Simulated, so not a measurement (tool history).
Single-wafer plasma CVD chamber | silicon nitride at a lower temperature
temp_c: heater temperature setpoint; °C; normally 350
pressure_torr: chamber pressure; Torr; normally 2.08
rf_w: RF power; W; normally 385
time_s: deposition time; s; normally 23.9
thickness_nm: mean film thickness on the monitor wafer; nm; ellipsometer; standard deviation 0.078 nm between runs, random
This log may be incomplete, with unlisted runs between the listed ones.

run     day  temp_c  pressure_torr  rf_w  time_s  read-back reference wafer on the same gauge, thickness_nm  thickness_nm
  1   0.000     350           2.08   385    23.9                                                     33.801        30.957
  2   0.438     350           2.08   385    23.9                                                     33.784        30.765
  3   0.867     350           2.27   385    23.9                                                     33.829        31.182
  4   1.267     350           2.27   385    23.9                                                     33.812        31.233
  5   1.604     350           2.27   385    23.9                                                     33.803        31.245
  6   2.208     350           1.88   385    23.9                                                     33.799        30.289
  7   2.496     350           1.88   385    23.9                                                     33.804        30.110
  8   3.046     350           1.74   385    23.9                                                     33.774        29.734
  9   3.379     350           1.74   385    23.9                                                     33.819        29.801
      4.208  -- showerhead replaced
 10   4.229     350           1.74   385    23.9                                                     33.789        29.775
 11   4.829     350           2.08   385    26.8                                                     33.796        34.314
 12   5.092     350           2.08   385    26.8                                                     33.778        34.169
      5.425  -- capacitance manometer re-zeroed and calibrated
 13   5.788     350           2.08   385    26.8                                                     33.792        34.155
      6.258  -- thermocouple changed; heater temperature recalibrated
      6.412  -- RF generator calibrated
 14   6.433     350           2.08   385    23.9                                                     33.811        32.674
      6.688  -- gauge calibrated
 15   6.717     350           2.08   385    26.8                                                     33.790        36.436
 16   7.429     350           2.22   385    19.8                                                     33.826        27.363
 17   7.825     350           2.08   325    20.1                                                     33.792        24.537
 18   8.317     350           2.08   335    23.9                                                     33.818        29.784
 19   8.708     350           2.52   385    23.9                                                     33.799        33.765
 20   9.412     350           2.08   410    23.9                                                     33.791        34.024
 21  10.117     350           1.94   385    23.9                                                     33.814        32.338
 22  10.371     350           2.08   385    23.9                                                     33.810        32.737
 23  11.083     359           2.44   435    20.8                                                     33.810        31.283
 24  11.692     350           2.08   345    21.5                                                     33.811        27.286
 25  12.100     342           2.08   385    21.3                                                     33.792        29.225
 26  12.842     337           1.60   435    23.9                                                     33.787        33.989
 27  13.196     341           2.08   385    27.2                                                     33.799        37.243
 28  13.762     361           2.08   385    20.8                                                     33.802        28.228

Consider 5 possible next runs. They are alternatives, not a sequence: every one starts from the tool as it was left by run 28. What does each give?
  A  13.779     350           2.08   385    27.1                                                          ?             ?
  B  13.779     342           1.62   345    27.9                                                          ?             ?
  C  13.779     357           2.28   340    27.6                                                          ?             ?
  D  13.779     363           2.08   320    28.4                                                          ?             ?
  E  13.779     350           2.08   330    20.1                                                          ?             ?

run  read-back reference wafer on the same gauge, thickness_nm  thickness_nm
  A                                                     33.801        37.154
  B                                                     33.801        34.309
  C                                                     33.801        35.262
  D                                                     33.801        34.200
  E                                                     33.801        24.888
Without the tool's hidden state the same runs would have given:
run  thickness_nm
  A        37.324
  B        34.465
  C        35.422
  D        34.362
  E        25.006
